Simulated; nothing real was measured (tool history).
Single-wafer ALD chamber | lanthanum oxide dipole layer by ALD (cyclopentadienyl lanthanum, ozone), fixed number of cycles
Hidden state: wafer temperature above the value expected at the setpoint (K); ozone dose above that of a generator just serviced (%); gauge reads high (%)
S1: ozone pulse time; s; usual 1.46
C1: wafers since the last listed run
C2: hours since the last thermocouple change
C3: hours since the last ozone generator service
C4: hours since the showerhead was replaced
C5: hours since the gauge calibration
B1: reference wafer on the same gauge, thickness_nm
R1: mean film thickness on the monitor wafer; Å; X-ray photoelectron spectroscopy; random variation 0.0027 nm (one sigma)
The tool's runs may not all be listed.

run   hour    S1   C1      C2      C3      C4     C5     B1    R1
  1      0  1.17    0  1568.1    1466  2633.1  251.3   0.57  5.23
  2    9.5  1.06  191  1577.6  1475.5  2642.6  260.8   0.57  5.11
  3   24.6  1.06  303  1592.7  1490.6  2657.7  275.9  0.571   5.1
  4   32.7  1.06  162  1600.8  1498.7  2665.8    284  0.569   5.1
  5   40.1  1.46  148  1608.2  1506.1  2673.2  291.4  0.569  5.37
  6   46.5  1.46  128  1614.6  1512.5  2679.6  297.8  0.571  5.33
  7   54.3  1.64  156  1622.4  1520.3  2687.4  305.6  0.571  5.52
  8     67  1.64  255  1635.1    1533  2700.1  318.3  0.568   5.5
  9   78.4  1.64  229  1646.5  1544.4  2711.5  329.7   0.57   5.5
 10   91.5  1.46  263  1659.6  1557.5  2724.6  342.8   0.57  5.41
 11  105.3  1.46  277  1673.4  1571.3  2738.4  356.6   0.57  5.41
     117.4  -- showerhead replaced
 12  117.9  1.46   92    1686  1583.9     0.5  369.2  0.571  5.42
     127.9  -- ozone generator serviced
 13  128.4   1.7   50  1696.5     0.5      11  379.7   0.57  5.47
     135.6  -- gauge calibrated
     138.4  -- thermocouple changed; heater temperature recalibrated
 14  138.9   1.7   50     0.5      11    21.5    3.3   0.57  5.51
 15    146  0.95  142     7.6    18.1    28.6   10.4   0.57  5.01
 16  154.3  1.12  167    15.9    26.4    36.9   18.7  0.571  5.16
 17  168.9  1.87  293    30.5      41    51.5   33.3   0.57  5.51
 18  180.5  1.46  233    42.1    52.6    63.1   44.9  0.569  5.38
 19  189.9  1.46  189    51.5      62    72.5   54.3   0.57   5.4
 20  202.2  1.61  247    63.8    74.3    84.8   66.6   0.57  5.45
 21  209.5  1.92  146    71.1    81.6    92.1   73.9   0.57  5.53
 22    218  1.61  171    79.6    90.1   100.6   82.4   0.57  5.46
 23  229.4  1.09  229      91   101.5     112   93.8  0.571  5.12
 24  238.4  1.23  181     100   110.5     121  102.8   0.57  5.31
 25  249.7  0.93  227   111.3   121.8   132.3  114.1  0.569  4.97
 26  260.2  1.12  211   121.8   132.3   142.8  124.6   0.57  5.23
 27  274.7  1.46  291   136.3   146.8   157.3  139.1   0.57  5.38
 28  289.9   1.8  305   151.5     162   172.5  154.3   0.57  5.57

Forecast each of these 3 alternatives for the next run:
  A  290.3  1.15   8  151.9  162.4  172.9  154.7   ?   ?
  B  290.3  1.04   8  151.9  162.4  172.9  154.7   ?   ?
  C  290.3  2.03   8  151.9  162.4  172.9  154.7   ?   ?

run    B1    R1
  A  0.57  5.19
  B  0.57  5.09
  C  0.57  5.57
Without the tool's hidden state the same runs would have given:
run    R1
  A  5.19
  B  5.09
  C  5.57
